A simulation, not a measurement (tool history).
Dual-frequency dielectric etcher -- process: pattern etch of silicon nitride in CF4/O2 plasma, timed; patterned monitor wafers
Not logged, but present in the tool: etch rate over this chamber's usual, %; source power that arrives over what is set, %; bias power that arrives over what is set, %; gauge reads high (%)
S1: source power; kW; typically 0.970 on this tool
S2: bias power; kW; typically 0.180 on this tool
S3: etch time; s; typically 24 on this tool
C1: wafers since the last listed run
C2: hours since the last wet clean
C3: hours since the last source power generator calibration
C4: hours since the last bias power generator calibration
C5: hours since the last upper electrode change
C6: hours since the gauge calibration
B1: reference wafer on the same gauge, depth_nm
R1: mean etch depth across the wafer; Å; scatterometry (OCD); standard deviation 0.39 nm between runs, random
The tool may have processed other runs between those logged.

run,hour,S1,S2,S3,C1,C2,C3,C4,C5,C6,B1,R1
1,0.0,0.810,0.144,24,0,31.2,1998.2,2114.9,1838.6,302.6,86.8,706
2,52.7,0.810,0.144,24,730,83.9,2050.9,2167.6,1891.3,355.3,87.0,714
3,83.3,0.810,0.144,24,424,114.5,2081.5,2198.2,1921.9,385.9,87.1,711
4,134.3,0.970,0.180,24,707,165.5,2132.5,2249.2,1972.9,436.9,87.2,894
5,189.9,0.970,0.180,24,771,221.1,2188.1,2304.8,2028.5,492.5,87.3,888
# hour 289.1: wet clean of the chamber
6,289.6,0.970,0.180,24,1049,0.5,2287.8,2404.5,2128.2,592.2,87.5,889
7,329.2,0.970,0.180,24,549,40.1,2327.4,2444.1,2167.8,631.8,87.6,895
# hour 384.6: upper electrode replaced
8,385.1,0.970,0.180,21,442,96.0,2383.3,2500.0,0.5,687.7,87.5,781
# hour 405.9: gauge calibrated
9,432.4,0.970,0.180,21,655,143.3,2430.6,2547.3,47.8,26.5,85.4,766

Expected results for the next run?
10,503.0,0.780,0.222,17,979,213.9,2501.2,2617.9,118.4,97.1,?,?

Run 10 came out at B1 86.2, R1 539 Å.
Minus the tool's unlogged condition, the same run would have read R1 530 Å.

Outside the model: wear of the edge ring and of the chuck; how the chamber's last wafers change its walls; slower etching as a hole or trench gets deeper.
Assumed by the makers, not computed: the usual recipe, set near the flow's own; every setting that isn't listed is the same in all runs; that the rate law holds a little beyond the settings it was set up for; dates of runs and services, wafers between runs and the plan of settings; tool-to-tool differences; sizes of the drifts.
